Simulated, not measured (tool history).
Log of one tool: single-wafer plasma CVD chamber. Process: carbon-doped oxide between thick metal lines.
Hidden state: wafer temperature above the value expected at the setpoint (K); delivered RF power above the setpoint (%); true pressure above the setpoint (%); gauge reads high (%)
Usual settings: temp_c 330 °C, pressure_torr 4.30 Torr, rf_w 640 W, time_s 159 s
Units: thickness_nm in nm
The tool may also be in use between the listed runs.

run	hour	temp_c	pressure_torr	rf_w	time_s	wafers since the last listed run	hours since the last thermocouple change	hours since the last RF generator calibration	hours since the last manometer calibration	hours since the showerhead was replaced	hours since the gauge calibration	read-back reference wafer on the same gauge, thickness_nm	thickness_nm
1	0.0	330	4.30	640	159	0	463.6	1104.9	861.1	2786.1	180.0	810.564	1000.210
2	28.3	330	4.30	640	159	411	491.9	1133.2	889.4	2814.4	208.3	809.895	1008.330
3	93.3	330	4.30	640	159	945	556.9	1198.2	954.4	2879.4	273.3	809.797	998.656
4	153.4	330	4.05	570	159	874	617.0	1258.3	1014.5	2939.5	333.4	810.894	938.049
5	181.1	330	4.30	640	159	402	644.7	1286.0	1042.2	2967.2	361.1	810.034	1008.434
6	210.6	330	4.30	640	159	429	674.2	1315.5	1071.7	2996.7	390.6	810.416	998.432
7	245.9	330	4.30	640	159	513	709.5	1350.8	1107.0	3032.0	425.9	809.727	1006.015
8	280.5	330	4.30	640	159	503	744.1	1385.4	1141.6	3066.6	460.5	810.163	1003.327
9	345.1	330	4.30	640	159	939	808.7	1450.0	1206.2	3131.2	525.1	810.562	1005.637
10	382.9	330	3.82	550	159	549	846.5	1487.8	1244.0	3169.0	562.9	810.031	899.202
11	433.4	330	4.30	640	159	734	897.0	1538.3	1294.5	3219.5	613.4	808.474	1005.385
12	469.1	330	4.30	640	159	519	932.7	1574.0	1330.2	3255.2	649.1	810.465	1003.657
# hour 495.3: thermocouple changed; heater temperature recalibrated
13	515.7	330	4.30	640	159	561	20.4	1620.6	1376.8	3301.8	695.7	809.490	1010.092
# hour 559.3: capacitance manometer re-zeroed and calibrated
14	582.3	330	4.30	765	159	852	87.0	1687.2	23.0	3368.4	762.3	809.347	1108.954
15	729.0	330	5.31	640	159	2133	233.7	1833.9	169.7	3515.1	909.0	809.668	1040.293
# hour 756.0: RF generator calibrated
16	799.2	330	3.55	530	176	904	303.9	43.2	239.9	3585.3	979.2	809.634	958.167
17	862.6	339	4.30	640	159	922	367.3	106.6	303.3	3648.7	1042.6	810.314	978.002
18	900.6	330	4.30	640	159	552	405.3	144.6	341.3	3686.7	1080.6	810.456	1001.128
# hour 944.2: showerhead replaced
19	950.7	317	5.01	690	148	612	455.4	194.7	391.4	6.5	1130.7	808.820	1060.674
# hour 977.7: gauge calibrated
20	1010.9	330	4.30	715	145	875	515.6	254.9	451.6	66.7	33.2	809.222	975.271
21	1043.7	335	4.30	640	140	477	548.4	287.7	484.4	99.5	66.0	810.290	870.013
22	1076.3	341	4.30	740	159	474	581.0	320.3	517.0	132.1	98.6	810.080	1050.305
23	1114.6	330	4.30	640	159	556	619.3	358.6	555.3	170.4	136.9	810.128	1003.550
24	1166.9	325	3.24	640	189	760	671.6	410.9	607.6	222.7	189.2	810.166	1148.420
25	1201.8	330	4.30	640	159	507	706.5	445.8	642.5	257.6	224.1	809.861	1001.464
26	1252.0	317	3.33	760	178	730	756.7	496.0	692.7	307.8	274.3	809.026	1229.176
27	1297.2	330	4.30	640	159	657	801.9	541.2	737.9	353.0	319.5	810.146	998.889

Forecast each of these 3 alternatives for the next run:
A	1297.6	330	4.30	640	159	5	802.3	541.6	738.3	353.4	319.9	?	?
B	1297.6	320	5.13	575	189	5	802.3	541.6	738.3	353.4	319.9	?	?
C	1297.6	335	3.53	760	159	5	802.3	541.6	738.3	353.4	319.9	?	?

run	read-back reference wafer on the same gauge, thickness_nm	thickness_nm
A	811.029	1001.516
B	811.029	1210.565
C	811.029	1037.922
Without the tool's hidden state the same runs would have given:
run	thickness_nm
A	1001.516
B	1210.565
C	1037.922
